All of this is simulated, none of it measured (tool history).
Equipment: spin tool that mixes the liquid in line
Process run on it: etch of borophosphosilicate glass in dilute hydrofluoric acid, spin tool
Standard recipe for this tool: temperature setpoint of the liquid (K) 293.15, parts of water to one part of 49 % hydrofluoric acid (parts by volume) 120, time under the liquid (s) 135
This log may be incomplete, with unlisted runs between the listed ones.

run     day  temperature setpoint of the liquid (K)  parts of water to one part of 49 % hydrofluoric acid (parts by volume)  time under the liquid (s)  read-back film thickness of the borophosphosilicate glass reference wafer, read on the same gauge (nm)  thickness taken off the borophosphosilicate glass on a monitor wafer (angstrom)
  1       0                                  293.15                                                                     120                        135                                                                                                     140                                                                            346.7
      0.683  -- gauge calibrated
  2   1.854                                  293.15                                                                     120                        135                                                                                                  139.99                                                                            350.2
  3   4.333                                  293.15                                                                     120                        135                                                                                                  140.04                                                                            350.1
  4  10.938                                  293.15                                                                     160                        120                                                                                                  140.03                                                                            224.4
  5  12.962                                  293.15                                                                     160                        120                                                                                                  140.01                                                                            225.1
  6  15.804                                  293.15                                                                     160                        120                                                                                                     140                                                                            228.2
  7  18.562                                  293.15                                                                     120                        135                                                                                                  140.01                                                                            353.1
  8  19.975                                  293.15                                                                     120                        135                                                                                                  140.01                                                                            352.9
  9  21.342                                  293.15                                                                     120                        135                                                                                                  140.05                                                                            358.4
 10  23.808                                  293.15                                                                     120                        135                                                                                                  139.99                                                                            349.4
 11  27.596                                  294.15                                                                     120                        175                                                                                                  139.97                                                                            480.8
     28.479  -- hydrofluoric acid flow meter replaced
 12  29.308                                  293.15                                                                     120                        135                                                                                                     140                                                                            325.8
 13  30.875                                  290.15                                                                     155                        135                                                                                                     140                                                                              214
     30.971  -- thermometer replaced
 14  32.079                                  293.15                                                                     120                        135                                                                                                  140.01                                                                            350.8
     32.258  -- gauge calibrated
 15  34.667                                  293.15                                                                     120                         75                                                                                                  140.01                                                                            195.5
 16  36.488                                  296.65                                                                      65                        170                                                                                                  139.99                                                                           1003.1
 17  37.608                                  290.15                                                                     120                        110                                                                                                  139.98                                                                            254.4
 18  40.288                                  293.15                                                                     120                        135                                                                                                     140                                                                            354.5
 19  44.408                                  290.15                                                                      70                        110                                                                                                  139.99                                                                            461.7
 20  47.208                                  293.15                                                                     120                        135                                                                                                  140.02                                                                            349.6
 21  50.017                                  296.65                                                                      85                        135                                                                                                  140.03                                                                            601.6
 22  51.508                                  298.15                                                                     120                        135                                                                                                  140.01                                                                            432.2
 23  53.579                                  290.15                                                                     120                        135                                                                                                  139.98                                                                              315
 24  54.992                                  290.15                                                                     170                        190                                                                                                     140                                                                            298.5
 25  56.117                                  297.15                                                                     120                        180                                                                                                  140.02                                                                            551.8

List, for all runs, the conditions of the tool that the log does not record:
gauge reads high (%): 0 in every run
H1: liquid colder than its thermometer reads (K)
H2: hydrofluoric acid flow above the setpoint (%)
run      H1     H2
  1   0.771   3.05
  2   0.828   3.37
  3   0.903   3.79
  4     1.1   4.91
  5    1.17   5.25
  6    1.25   5.74
  7    1.34    6.2
  8    1.38   6.44
  9    1.42   6.68
 10     1.5    7.1
 11    1.61   7.74
 12    1.67  0.334
 13    1.71    0.6
 14  0.0429  0.805
 15   0.122   1.24
 16   0.177   1.55
 17   0.212   1.74
 18   0.293    2.2
 19   0.419    2.9
 20   0.505   3.37
 21    0.59   3.85
 22   0.636   4.11
 23   0.699   4.46
 24   0.742    4.7
 25   0.776   4.89

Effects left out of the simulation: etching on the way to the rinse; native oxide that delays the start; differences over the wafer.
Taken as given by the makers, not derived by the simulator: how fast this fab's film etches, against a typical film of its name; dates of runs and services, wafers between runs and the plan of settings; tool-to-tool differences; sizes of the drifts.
